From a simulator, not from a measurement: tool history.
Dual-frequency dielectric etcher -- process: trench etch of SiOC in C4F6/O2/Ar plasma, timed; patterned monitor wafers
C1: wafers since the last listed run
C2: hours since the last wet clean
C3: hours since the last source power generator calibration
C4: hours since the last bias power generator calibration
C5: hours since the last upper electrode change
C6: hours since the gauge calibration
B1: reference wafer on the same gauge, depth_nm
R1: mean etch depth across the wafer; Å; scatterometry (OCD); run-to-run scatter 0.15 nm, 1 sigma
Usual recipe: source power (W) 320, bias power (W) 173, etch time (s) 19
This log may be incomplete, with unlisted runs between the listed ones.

Run 1, hour 0: usual settings; C1 0; C2 123.9; C3 2159; C4 3414.9; C5 1774.5; C6 1708.5; B1 39.39. Result: R1 333.8 Å.
Run 2, hour 35.5: usual settings; C1 685; C2 159.4; C3 2194.5; C4 3450.4; C5 1810; C6 1744; B1 39.4. Result: R1 334.4 Å.
Run 3, hour 85.5: usual settings; C1 964; C2 209.4; C3 2244.5; C4 3500.4; C5 1860; C6 1794; B1 39.42. Result: R1 335.2 Å.
Run 4, hour 148.8: usual settings; C1 1221; C2 272.7; C3 2307.8; C4 3563.7; C5 1923.3; C6 1857.3; B1 39.4. Result: R1 339.5 Å.
At hour 158.4: gauge calibrated.
At hour 209.2: bias power generator calibrated.
At hour 232.9: wet clean of the chamber, repeated, since the last time left the tool worse.
Run 5, hour 233.4: usual settings; C1 1097; C2 0.5; C3 2392.4; C4 24.2; C5 2007.9; C6 75; B1 39.38. Result: R1 353.6 Å.
Run 6, hour 274.1: usual settings; C1 785; C2 41.2; C3 2433.1; C4 64.9; C5 2048.6; C6 115.7; B1 39.36. Result: R1 353.5 Å.
Run 7, hour 339.8: usual settings; C1 1267; C2 106.9; C3 2498.8; C4 130.6; C5 2114.3; C6 181.4; B1 39.39. Result: R1 355.4 Å.
Run 8, hour 405.5: usual settings but source power (W) 280, bias power (W) 207; C1 1267; C2 172.6; C3 2564.5; C4 196.3; C5 2180; C6 247.1; B1 39.41. Result: R1 351.6 Å.
Run 9, hour 455.1: usual settings; C1 957; C2 222.2; C3 2614.1; C4 245.9; C5 2229.6; C6 296.7; B1 39.39. Result: R1 355.6 Å.
At hour 508.5: source power generator calibrated.
Run 10, hour 512.8: usual settings but source power (W) 370, bias power (W) 152, etch time (s) 16.5; C1 1036; C2 279.9; C3 4.3; C4 303.6; C5 2287.3; C6 354.4; B1 39.39. Result: R1 325.6 Å.
Run 11, hour 557.6: usual settings but bias power (W) 197; C1 864; C2 324.7; C3 49.1; C4 348.4; C5 2332.1; C6 399.2; B1 39.45. Result: R1 382.1 Å.
Run 12, hour 614.7: usual settings; C1 1101; C2 381.8; C3 106.2; C4 405.5; C5 2389.2; C6 456.3; B1 39.46. Result: R1 361.8 Å.
Run 13, hour 667.1: usual settings but source power (W) 300; C1 1011; C2 434.2; C3 158.6; C4 457.9; C5 2441.6; C6 508.7; B1 39.41. Result: R1 348.9 Å.
Run 14, hour 693.3: usual settings but source power (W) 280, bias power (W) 207; C1 505; C2 460.4; C3 184.8; C4 484.1; C5 2467.8; C6 534.9; B1 39.38. Result: R1 359.3 Å.
At hour 727.2: wet clean of the chamber.
Run 15, hour 739.5: usual settings but source power (W) 390, bias power (W) 198, etch time (s) 24; C1 428; C2 12.3; C3 231; C4 530.3; C5 2514; C6 581.1; B1 39.36. Result: R1 525.1 Å.
Run 16, hour 799.8: usual settings; C1 1163; C2 72.6; C3 291.3; C4 590.6; C5 2574.3; C6 641.4; B1 39.42. Result: R1 355.2 Å.
Run 17, hour 868.2: usual settings but source power (W) 360, bias power (W) 212; C1 1320; C2 141; C3 359.7; C4 659; C5 2642.7; C6 709.8; B1 39.4. Result: R1 411.9 Å.
At hour 969.7: upper electrode replaced.
Run 18, hour 983.3: usual settings; C1 1758; C2 256.1; C3 474.8; C4 774.1; C5 13.6; C6 824.9; B1 39.39. Result: R1 361.1 Å.
Run 19, hour 1041: usual settings but bias power (W) 163, etch time (s) 16; C1 1113; C2 313.8; C3 532.5; C4 831.8; C5 71.3; C6 882.6; B1 39.37. Result: R1 301.3 Å.
Run 20, hour 1068.5: usual settings but etch time (s) 15.5; C1 530; C2 341.3; C3 560; C4 859.3; C5 98.8; C6 910.1; B1 39.46. Result: R1 298.6 Å.
Run 21, hour 1110.8: usual settings but source power (W) 280, bias power (W) 207; C1 816; C2 383.6; C3 602.3; C4 901.6; C5 141.1; C6 952.4; B1 39.35. Result: R1 359.8 Å.
At hour 1138.2: wet clean of the chamber.
Run 22, hour 1149.3: usual settings but bias power (W) 155; C1 279; C2 11.1; C3 640.8; C4 940.1; C5 179.6; C6 990.9; B1 39.39. Result: R1 338.9 Å.
Run 23, hour 1214.7: usual settings but source power (W) 270, etch time (s) 17; C1 1262; C2 76.5; C3 706.2; C4 1005.5; C5 245; C6 1056.3; B1 39.4. Result: R1 286.9 Å.
Run 24, hour 1261.7: usual settings; C1 907; C2 123.5; C3 753.2; C4 1052.5; C5 292; C6 1103.3; B1 39.4. Result: R1 357 Å.
Run 25, hour 1322.3: usual settings but source power (W) 390, bias power (W) 185; C1 1169; C2 184.1; C3 813.8; C4 1113.1; C5 352.6; C6 1163.9; B1 39.41. Result: R1 409.3 Å.
Run 26, hour 1376.8: usual settings but source power (W) 290, bias power (W) 141, etch time (s) 16.5; C1 1051; C2 238.6; C3 868.3; C4 1167.6; C5 407.1; C6 1218.4; B1 39.33. Result: R1 278 Å.
Run 27, hour 1433.1: usual settings but etch time (s) 20.5; C1 1086; C2 294.9; C3 924.6; C4 1223.9; C5 463.4; C6 1274.7; B1 39.37. Result: R1 392.5 Å.
Run 28, hour 1484.4: usual settings but bias power (W) 140, etch time (s) 15.5; C1 990; C2 346.2; C3 975.9; C4 1275.2; C5 514.7; C6 1326; B1 39.36. Result: R1 278.6 Å.
Run 29, hour 1535: usual settings but source power (W) 390, bias power (W) 210, etch time (s) 22.5; C1 976; C2 396.8; C3 1026.5; C4 1325.8; C5 565.3; C6 1376.6; B1 39.34. Result: R1 515.8 Å.

Per-run results on a tool with no hidden state, each run keeping its own random variation:
Hidden state present: etch rate over this chamber's usual, %; source power that arrives over what is set, %; bias power that arrives over what is set, %; gauge reads high (%).
run     R1
  1  354.9
  2  354.4
  3  353.6
  4  356.3
  5  356.3
  6    355
  7    355
  8  349.3
  9  351.8
 10  320.6
 11  374.9
 12  353.4
 13  339.3
 14  348.6
 15  525.3
 16  353.6
 17  407.8
 18  354.1
 19  294.1
 20  290.8
 21  349.2
 22  339.7
 23  286.1
 24  354.6
 25  404.5
 26  273.5
 27  384.4
 28  271.7
 29    501
